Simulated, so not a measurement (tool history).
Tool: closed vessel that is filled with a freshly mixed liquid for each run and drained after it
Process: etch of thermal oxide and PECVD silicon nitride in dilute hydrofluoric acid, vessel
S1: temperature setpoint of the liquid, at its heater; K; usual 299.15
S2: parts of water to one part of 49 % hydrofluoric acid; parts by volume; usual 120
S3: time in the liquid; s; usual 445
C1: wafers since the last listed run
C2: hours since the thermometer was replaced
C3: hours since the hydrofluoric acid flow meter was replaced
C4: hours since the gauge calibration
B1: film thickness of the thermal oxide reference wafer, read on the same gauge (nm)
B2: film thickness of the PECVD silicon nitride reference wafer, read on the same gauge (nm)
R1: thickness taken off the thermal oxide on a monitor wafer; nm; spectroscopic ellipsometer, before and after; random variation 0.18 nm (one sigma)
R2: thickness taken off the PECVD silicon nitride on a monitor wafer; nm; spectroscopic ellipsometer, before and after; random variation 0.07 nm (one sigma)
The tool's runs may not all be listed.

run 1 hour=0 | S1=299.15 S2=120 S3=445 | C1=0 C2=1430.5 C3=1365.3 C4=556 | B1=59.98 B2=139.98 | R1=20.87 R2=15.42
run 2 hour=55.7 | S1=299.15 S2=75 S3=445 | C1=4209 C2=1486.2 C3=1421 C4=611.7 | B1=60 B2=139.99 | R1=35.16 R2=24.62
run 3 hour=116.4 | S1=299.15 S2=75 S3=445 | C1=4587 C2=1546.9 C3=1481.7 C4=672.4 | B1=60.01 B2=140.01 | R1=36.18 R2=24.65
run 4 hour=176.7 | S1=297.65 S2=90 S3=445 | C1=4557 C2=1607.2 C3=1542 C4=732.7 | B1=60.02 B2=140 | R1=27.75 R2=18.64
run 5 hour=283 | S1=297.65 S2=90 S3=445 | C1=8034 C2=1713.5 C3=1648.3 C4=839 | B1=60.02 B2=139.97 | R1=27.42 R2=18.81
run 6 hour=346.4 | S1=297.65 S2=90 S3=445 | C1=4791 C2=1776.9 C3=1711.7 C4=902.4 | B1=59.97 B2=140.02 | R1=28.26 R2=18.71
run 7 hour=417.2 | S1=299.15 S2=105 S3=445 | C1=5350 C2=1847.7 C3=1782.5 C4=973.2 | B1=60.02 B2=140.02 | R1=24.88 R2=17.83
run 8 hour=500.4 | S1=299.15 S2=145 S3=555 | C1=6288 C2=1930.9 C3=1865.7 C4=1056.4 | B1=59.99 B2=139.98 | R1=21.52 R2=16.2
run 9 hour=625.3 | S1=299.15 S2=145 S3=555 | C1=9439 C2=2055.8 C3=1990.6 C4=1181.3 | B1=59.97 B2=139.99 | R1=21.8 R2=16.41
run 10 hour=676.9 | S1=299.15 S2=145 S3=555 | C1=3899 C2=2107.4 C3=2042.2 C4=1232.9 | B1=59.97 B2=140 | R1=21.8 R2=16.2
run 11 hour=716.3 | S1=299.15 S2=105 S3=445 | C1=2977 C2=2146.8 C3=2081.6 C4=1272.3 | B1=60.01 B2=140.03 | R1=25.15 R2=18.07
run 12 hour=806.2 | S1=299.15 S2=120 S3=520 | C1=6794 C2=2236.7 C3=2171.5 C4=1362.2 | B1=60.01 B2=140.01 | R1=25.51 R2=18.59
-- hour=1007.9 hydrofluoric acid flow meter replaced
run 13 hour=1041.5 | S1=297.65 S2=140 S3=445 | C1=17708 C2=2472 C3=33.6 C4=1597.5 | B1=59.98 B2=140.03 | R1=15.74 R2=11.59
run 14 hour=1079.9 | S1=296.65 S2=120 S3=530 | C1=2902 C2=2510.4 C3=72 C4=1635.9 | B1=60.03 B2=140.02 | R1=21.67 R2=15.08
run 15 hour=1126.9 | S1=299.15 S2=105 S3=240 | C1=3552 C2=2557.4 C3=119 C4=1682.9 | B1=60.02 B2=139.98 | R1=12.78 R2=9.14
run 16 hour=1193 | S1=296.15 S2=150 S3=330 | C1=4995 C2=2623.5 C3=185.1 C4=1749 | B1=60 B2=140.01 | R1=10.38 R2=7.34
-- hour=1270.7 thermometer replaced
run 17 hour=1277.2 | S1=299.15 S2=120 S3=445 | C1=6288 C2=6.5 C3=269.3 C4=1833.2 | B1=60.01 B2=140 | R1=20.17 R2=14.99
run 18 hour=1325.7 | S1=299.15 S2=120 S3=445 | C1=3665 C2=55 C3=317.8 C4=1881.7 | B1=60.02 B2=140.04 | R1=20.52 R2=15.14
run 19 hour=1424.4 | S1=297.65 S2=120 S3=445 | C1=7459 C2=153.7 C3=416.5 C4=1980.4 | B1=60.01 B2=140 | R1=19.33 R2=13.61
-- hour=1424.5 gauge calibrated
run 20 hour=1510.2 | S1=303.15 S2=155 S3=445 | C1=6484 C2=239.5 C3=502.3 C4=85.7 | B1=60.01 B2=140.05 | R1=17.81 R2=15.08
run 21 hour=1555.9 | S1=299.15 S2=90 S3=445 | C1=3453 C2=285.2 C3=548 C4=131.4 | B1=60.01 B2=139.98 | R1=28.49 R2=20.11
run 22 hour=1817.6 | S1=299.15 S2=60 S3=235 | C1=19778 C2=546.9 C3=809.7 C4=393.1 | B1=60.03 B2=140.02 | R1=23.84 R2=16
run 23 hour=1908.5 | S1=295.15 S2=80 S3=590 | C1=6870 C2=637.8 C3=900.6 C4=484 | B1=60.03 B2=140 | R1=37.03 R2=23.34
run 24 hour=1964.9 | S1=299.15 S2=120 S3=320 | C1=4262 C2=694.2 C3=957 C4=540.4 | B1=59.99 B2=140.01 | R1=15.07 R2=11.09

Forecast each of these 5 alternatives for the next run:
run A hour=1965.7 | S1=295.15 S2=120 S3=445 | C1=60 C2=695 C3=957.8 C4=541.2 | B1=? B2=? | R1=? R2=?
run B hour=1965.7 | S1=299.15 S2=60 S3=445 | C1=60 C2=695 C3=957.8 C4=541.2 | B1=? B2=? | R1=? R2=?
run C hour=1965.7 | S1=301.65 S2=95 S3=685 | C1=60 C2=695 C3=957.8 C4=541.2 | B1=? B2=? | R1=? R2=?
run D hour=1965.7 | S1=297.15 S2=120 S3=445 | C1=60 C2=695 C3=957.8 C4=541.2 | B1=? B2=? | R1=? R2=?
run E hour=1965.7 | S1=294.65 S2=65 S3=630 | C1=60 C2=695 C3=957.8 C4=541.2 | B1=? B2=? | R1=? R2=?

run=A B1=59.99 B2=140.01 R1=17.99 R2=11.79
run=B B1=59.99 B2=140.01 R1=45.4 R2=30.44
run=C B1=59.99 B2=140.01 R1=46.48 R2=34.95
run=D B1=59.99 B2=140.01 R1=19.47 R2=13.46
run=E B1=59.99 B2=140.01 R1=49.04 R2=29.43
Without the tool's hidden state the same runs would have given:
run=A R1=17.2 R2=11.35
run=B R1=43.5 R2=29.28
run=C R1=44.45 R2=33.6
run=D R1=18.61 R2=12.94
run=E R1=47 R2=28.32
